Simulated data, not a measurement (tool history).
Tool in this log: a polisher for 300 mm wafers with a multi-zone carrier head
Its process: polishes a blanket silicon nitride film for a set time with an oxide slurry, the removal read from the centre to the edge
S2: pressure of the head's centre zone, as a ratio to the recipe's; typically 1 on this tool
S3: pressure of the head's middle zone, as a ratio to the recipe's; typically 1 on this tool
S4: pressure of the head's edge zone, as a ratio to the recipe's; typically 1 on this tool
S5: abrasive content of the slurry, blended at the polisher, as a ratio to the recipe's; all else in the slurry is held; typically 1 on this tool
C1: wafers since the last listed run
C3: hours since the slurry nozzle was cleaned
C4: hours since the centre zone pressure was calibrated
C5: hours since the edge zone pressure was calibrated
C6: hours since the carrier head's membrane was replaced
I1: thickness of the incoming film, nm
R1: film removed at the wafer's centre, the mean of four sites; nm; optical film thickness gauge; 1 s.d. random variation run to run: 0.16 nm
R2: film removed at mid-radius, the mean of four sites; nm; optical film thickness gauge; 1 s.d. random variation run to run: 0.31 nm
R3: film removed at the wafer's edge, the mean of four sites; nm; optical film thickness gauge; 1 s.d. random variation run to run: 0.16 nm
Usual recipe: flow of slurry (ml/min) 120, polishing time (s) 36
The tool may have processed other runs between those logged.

{"run": 1, "hour": 0.0, "flow of slurry (ml/min)": 120, "S2": 1, "S3": 1, "S4": 1, "S5": 1, "polishing time (s)": 36, "C1": 0, "wafers polished on this pad": 2110, "C3": 194.6, "C4": 60.2, "C5": 203, "C6": 526.8, "I1": 530, "R1": 21.2, "R2": 21.1, "R3": 20.7}
{"hour": 41.9, "done": "carrier head's membrane replaced by a new one"}
{"run": 2, "hour": 49.1, "flow of slurry (ml/min)": 120, "S2": 1, "S3": 1, "S4": 1, "S5": 1, "polishing time (s)": 36, "C1": 508, "wafers polished on this pad": 2618, "C3": 243.7, "C4": 109.3, "C5": 252.1, "C6": 7.2, "I1": 528.4, "R1": 21.6, "R2": 20.9, "R3": 20.9}
{"hour": 76.8, "done": "worn pad replaced by a new one"}
{"run": 3, "hour": 79.8, "flow of slurry (ml/min)": 120, "S2": 1.08, "S3": 1, "S4": 1, "S5": 1, "polishing time (s)": 36, "C1": 307, "wafers polished on this pad": 34, "C3": 274.4, "C4": 140, "C5": 282.8, "C6": 37.9, "I1": 525.4, "R1": 22.9, "R2": 21.2, "R3": 20.7}
{"run": 4, "hour": 104.8, "flow of slurry (ml/min)": 120, "S2": 1.08, "S3": 1, "S4": 1, "S5": 1, "polishing time (s)": 36, "C1": 288, "wafers polished on this pad": 322, "C3": 299.4, "C4": 165, "C5": 307.8, "C6": 62.9, "I1": 528.9, "R1": 23.1, "R2": 20.9, "R3": 20.8}
{"hour": 117.4, "done": "slurry nozzle cleaned"}
{"run": 5, "hour": 174.1, "flow of slurry (ml/min)": 100, "S2": 1, "S3": 1, "S4": 0.89, "S5": 1, "polishing time (s)": 36, "C1": 787, "wafers polished on this pad": 1109, "C3": 56.7, "C4": 234.3, "C5": 377.1, "C6": 132.2, "I1": 537.4, "R1": 20.4, "R2": 20.1, "R3": 19.2}
{"run": 6, "hour": 208.3, "flow of slurry (ml/min)": 120, "S2": 1.03, "S3": 1.1, "S4": 1, "S5": 1.2, "polishing time (s)": 47, "C1": 394, "wafers polished on this pad": 1504, "C3": 90.9, "C4": 268.5, "C5": 411.3, "C6": 166.4, "I1": 535.5, "R1": 31.4, "R2": 31.4, "R3": 28.7}
{"run": 7, "hour": 280.3, "flow of slurry (ml/min)": 120, "S2": 0.94, "S3": 1.08, "S4": 1, "S5": 1, "polishing time (s)": 36, "C1": 829, "wafers polished on this pad": 2333, "C3": 162.9, "C4": 340.5, "C5": 483.3, "C6": 238.4, "I1": 533.1, "R1": 20.4, "R2": 22.5, "R3": 20.8}
{"run": 8, "hour": 336.0, "flow of slurry (ml/min)": 120, "S2": 1, "S3": 1, "S4": 0.91, "S5": 1, "polishing time (s)": 36, "C1": 641, "wafers polished on this pad": 2975, "C3": 218.6, "C4": 396.2, "C5": 539, "C6": 294.1, "I1": 522.6, "R1": 21.8, "R2": 21.2, "R3": 20.1}
{"run": 9, "hour": 375.6, "flow of slurry (ml/min)": 120, "S2": 0.94, "S3": 1.08, "S4": 1, "S5": 1, "polishing time (s)": 36, "C1": 456, "wafers polished on this pad": 3431, "C3": 258.2, "C4": 435.8, "C5": 578.6, "C6": 333.7, "I1": 533.1, "R1": 20.4, "R2": 22.7, "R3": 20.4}
{"run": 10, "hour": 414.9, "flow of slurry (ml/min)": 120, "S2": 0.91, "S3": 1, "S4": 0.93, "S5": 0.85, "polishing time (s)": 25, "C1": 452, "wafers polished on this pad": 3884, "C3": 297.5, "C4": 475.1, "C5": 617.9, "C6": 373, "I1": 525.1, "R1": 12.8, "R2": 13.3, "R3": 13.4}
{"hour": 419.5, "done": "worn pad replaced by a new one"}
{"hour": 448.4, "done": "edge zone pressure recalibrated"}
{"hour": 470.5, "done": "slurry nozzle cleaned"}
{"run": 11, "hour": 471.0, "flow of slurry (ml/min)": 85, "S2": 1, "S3": 1, "S4": 1, "S5": 1.15, "polishing time (s)": 30, "C1": 565, "wafers polished on this pad": 558, "C3": 0.5, "C4": 531.2, "C5": 22.6, "C6": 429.1, "I1": 534.1, "R1": 17.3, "R2": 16.6, "R3": 17.3}
{"run": 12, "hour": 500.7, "flow of slurry (ml/min)": 120, "S2": 1, "S3": 0.96, "S4": 1.04, "S5": 1, "polishing time (s)": 36, "C1": 342, "wafers polished on this pad": 901, "C3": 30.2, "C4": 560.9, "C5": 52.3, "C6": 458.8, "I1": 526, "R1": 21.9, "R2": 20.1, "R3": 20.8}
{"run": 13, "hour": 525.1, "flow of slurry (ml/min)": 120, "S2": 1, "S3": 1, "S4": 1, "S5": 1, "polishing time (s)": 36, "C1": 281, "wafers polished on this pad": 1182, "C3": 54.6, "C4": 585.3, "C5": 76.7, "C6": 483.2, "I1": 529.5, "R1": 21.7, "R2": 20.8, "R3": 20.8}
{"run": 14, "hour": 586.9, "flow of slurry (ml/min)": 120, "S2": 1, "S3": 1, "S4": 1, "S5": 1, "polishing time (s)": 36, "C1": 712, "wafers polished on this pad": 1894, "C3": 116.4, "C4": 647.1, "C5": 138.5, "C6": 545, "I1": 530.2, "R1": 22, "R2": 20.7, "R3": 20.7}
{"run": 15, "hour": 617.7, "flow of slurry (ml/min)": 120, "S2": 1, "S3": 1.04, "S4": 1, "S5": 1, "polishing time (s)": 36, "C1": 354, "wafers polished on this pad": 2249, "C3": 147.2, "C4": 677.9, "C5": 169.3, "C6": 575.8, "I1": 523.3, "R1": 21.8, "R2": 21.1, "R3": 20.4}
{"hour": 628.7, "done": "carrier head's membrane replaced by a new one"}
{"run": 16, "hour": 668.1, "flow of slurry (ml/min)": 120, "S2": 1, "S3": 1, "S4": 1.09, "S5": 1, "polishing time (s)": 33, "C1": 523, "wafers polished on this pad": 2772, "C3": 197.6, "C4": 728.3, "C5": 219.7, "C6": 39.4, "I1": 529, "R1": 20, "R2": 18.9, "R3": 19.7}
{"run": 17, "hour": 717.7, "flow of slurry (ml/min)": 120, "S2": 1.04, "S3": 1, "S4": 1, "S5": 0.8, "polishing time (s)": 36, "C1": 571, "wafers polished on this pad": 3344, "C3": 247.2, "C4": 777.9, "C5": 269.3, "C6": 89, "I1": 528.7, "R1": 21, "R2": 19.2, "R3": 18.8}
{"hour": 730.1, "done": "worn pad replaced by a new one"}
{"run": 18, "hour": 784.3, "flow of slurry (ml/min)": 120, "S2": 1, "S3": 1, "S4": 1, "S5": 1, "polishing time (s)": 36, "C1": 721, "wafers polished on this pad": 624, "C3": 313.8, "C4": 844.5, "C5": 335.9, "C6": 155.6, "I1": 530.5, "R1": 22.3, "R2": 21, "R3": 20.9}
{"hour": 791.1, "done": "slurry nozzle cleaned"}
{"run": 19, "hour": 828.4, "flow of slurry (ml/min)": 120, "S2": 1, "S3": 1, "S4": 1, "S5": 1, "polishing time (s)": 36, "C1": 496, "wafers polished on this pad": 1121, "C3": 37.3, "C4": 888.6, "C5": 380, "C6": 199.7, "I1": 537, "R1": 21.9, "R2": 20.7, "R3": 20.7}
{"run": 20, "hour": 868.6, "flow of slurry (ml/min)": 120, "S2": 0.96, "S3": 1, "S4": 1, "S5": 1.3, "polishing time (s)": 49, "C1": 463, "wafers polished on this pad": 1584, "C3": 77.5, "C4": 928.8, "C5": 420.2, "C6": 239.9, "I1": 538.1, "R1": 31.8, "R2": 31.4, "R3": 31.2}

List, for all runs, the conditions of the tool that the log does not record:
removal rate lost through wear of the pad, %: 0 on each run
slurry flow missing at the pad, %: 0 on each run
deviation of the edge zone's pressure from its setpoint, %: 0 on each run
H1: deviation of the centre zone's pressure from its setpoint, %
run=1 H1=0.985
run=2 H1=1.6
run=3 H1=1.94
run=4 H1=2.18
run=5 H1=2.77
run=6 H1=3.01
run=7 H1=3.43
run=8 H1=3.69
run=9 H1=3.85
run=10 H1=3.98
run=11 H1=4.15
run=12 H1=4.22
run=13 H1=4.28
run=14 H1=4.4
run=15 H1=4.45
run=16 H1=4.52
run=17 H1=4.58
run=18 H1=4.65
run=19 H1=4.69
run=20 H1=4.72
